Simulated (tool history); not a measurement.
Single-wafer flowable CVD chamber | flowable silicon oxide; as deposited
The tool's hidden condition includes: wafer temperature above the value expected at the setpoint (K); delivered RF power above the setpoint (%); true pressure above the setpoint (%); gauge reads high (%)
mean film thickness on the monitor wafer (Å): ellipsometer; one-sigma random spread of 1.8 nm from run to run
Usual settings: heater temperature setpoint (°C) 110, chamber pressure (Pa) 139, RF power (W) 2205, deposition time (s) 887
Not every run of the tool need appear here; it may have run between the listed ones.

run   hour  heater temperature setpoint (°C)  chamber pressure (Pa)  RF power (W)  deposition time (s)  wafers since the last listed run  hours since the last thermocouple change  hours since the last RF generator calibration  hours since the last manometer calibration  hours since the showerhead was replaced  hours since the gauge calibration  read-back reference wafer on the same gauge, thickness_nm  mean film thickness on the monitor wafer (Å)
  1    0.0                               110                    139          2205                  887                                 0                                    2771.6                                         2236.9                                      2026.9                                   7404.9                              157.7                                                    647.691                                       4714.00
  2   16.6                               110                    139          2205                  887                                39                                    2788.2                                         2253.5                                      2043.5                                   7421.5                              174.3                                                    646.694                                       4704.26
  3   31.0                               110                    139          2205                  887                                34                                    2802.6                                         2267.9                                      2057.9                                   7435.9                              188.7                                                    646.274                                       4716.24
  4   42.4                               110                    139          2205                  887                                27                                    2814.0                                         2279.3                                      2069.3                                   7447.3                              200.1                                                    647.673                                       4715.87
  5   58.9                               110                    139          2205                  887                                39                                    2830.5                                         2295.8                                      2085.8                                   7463.8                              216.6                                                    647.394                                       4716.38
  6   76.7                               110                    139          2205                  887                                42                                    2848.3                                         2313.6                                      2103.6                                   7481.6                              234.4                                                    646.623                                       4708.85
  7   83.7                               110                    139          2205                  887                                16                                    2855.3                                         2320.6                                      2110.6                                   7488.6                              241.4                                                    646.762                                       4683.05
  8   95.2                               110                    139          2205                  887                                27                                    2866.8                                         2332.1                                      2122.1                                   7500.1                              252.9                                                    647.536                                       4720.21
  9  109.4                               110                    139          2205                  887                                34                                    2881.0                                         2346.3                                      2136.3                                   7514.3                              267.1                                                    646.330                                       4697.92
 10  117.4                               110                    123          2205                  887                                19                                    2889.0                                         2354.3                                      2144.3                                   7522.3                              275.1                                                    647.139                                       4122.17
     128.0  -- capacitance manometer re-zeroed and calibrated
 11  130.4                               110                    139          2360                  887                                11                                    2902.0                                         2367.3                                         2.4                                   7535.3                              288.1                                                    647.678                                       4727.88
 12  140.9                               110                    139          2360                  887                                25                                    2912.5                                         2377.8                                        12.9                                   7545.8                              298.6                                                    647.024                                       4732.34
 13  151.4                               110                    139          2360                  887                                25                                    2923.0                                         2388.3                                        23.4                                   7556.3                              309.1                                                    647.868                                       4722.49
 14  166.8                               110                    156          2570                  887                                36                                    2938.4                                         2403.7                                        38.8                                   7571.7                              324.5                                                    646.788                                       5363.51
 15  174.5                               110                    139          2205                  887                                18                                    2946.1                                         2411.4                                        46.5                                   7579.4                              332.2                                                    646.613                                       4675.47
     189.8  -- thermocouple changed; heater temperature recalibrated
     191.9  -- RF generator calibrated
 16  192.4                               110                    113          2640                 1010                                18                                       2.6                                            0.5                                        64.4                                   7597.3                              350.1                                                    646.219                                       5625.66
 17  193.0                               110                    139          2205                  887                                 1                                       3.2                                            1.1                                        65.0                                   7597.9                              350.7                                                    646.711                                       5869.73
 18  210.3                               110                    105          2205                  887                                41                                      20.5                                           18.4                                        82.3                                   7615.2                              368.0                                                    647.068                                       4444.19
 19  225.3                               110                    139          2205                  887                                35                                      35.5                                           33.4                                        97.3                                   7630.2                              383.0                                                    647.359                                       5921.18
     242.6  -- showerhead replaced
 20  243.1                                96                    124          2205                  887                                23                                      53.3                                           51.2                                       115.1                                      0.5                              400.8                                                    647.517                                       8918.75
     253.3  -- gauge calibrated
 21  255.3                               110                    139          1935                  766                                29                                      65.5                                           63.4                                       127.3                                     12.7                                2.0                                                    646.967                                       4967.33
 22  263.1                               110                    139          2205                  887                                18                                      73.3                                           71.2                                       135.1                                     20.5                                9.8                                                    647.892                                       5846.22
 23  277.6                               101                    139          2205                  887                                34                                      87.8                                           85.7                                       149.6                                     35.0                               24.3                                                    647.457                                       8273.63
 24  290.2                               122                    121          2205                 1050                                30                                     100.4                                           98.3                                       162.2                                     47.6                               36.9                                                    646.767                                       3993.29
 25  327.8                               117                    139          2380                  887                                90                                     138.0                                          135.9                                       199.8                                     85.2                               74.5                                                    647.328                                       4594.93
 26  335.7                               110                    139          2205                  887                                18                                     145.9                                          143.8                                       207.7                                     93.1                               82.4                                                    647.010                                       5835.27

Below are 3 alternative next runs, each starting from the tool's condition after run 26. Predict each:
  A  336.3                               110                    139          2205                  887                                 1                                     146.5                                          144.4                                       208.3                                     93.7                               83.0                                                          ?                                             ?
  B  336.3                               114                    139          2205                  887                                 1                                     146.5                                          144.4                                       208.3                                     93.7                               83.0                                                          ?                                             ?
  C  336.3                               110                    127          1780                  887                                 1                                     146.5                                          144.4                                       208.3                                     93.7                               83.0                                                          ?                                             ?

run  read-back reference wafer on the same gauge, thickness_nm  mean film thickness on the monitor wafer (Å)
  A                                                    646.463                                       5851.93
  B                                                    646.463                                       5072.13
  C                                                    646.463                                       5107.76
Stripped of hidden state, with their random variation kept, the same runs would have yielded:
run  mean film thickness on the monitor wafer (Å)
  A                                       5799.12
  B                                       5028.53
  C                                       5061.66
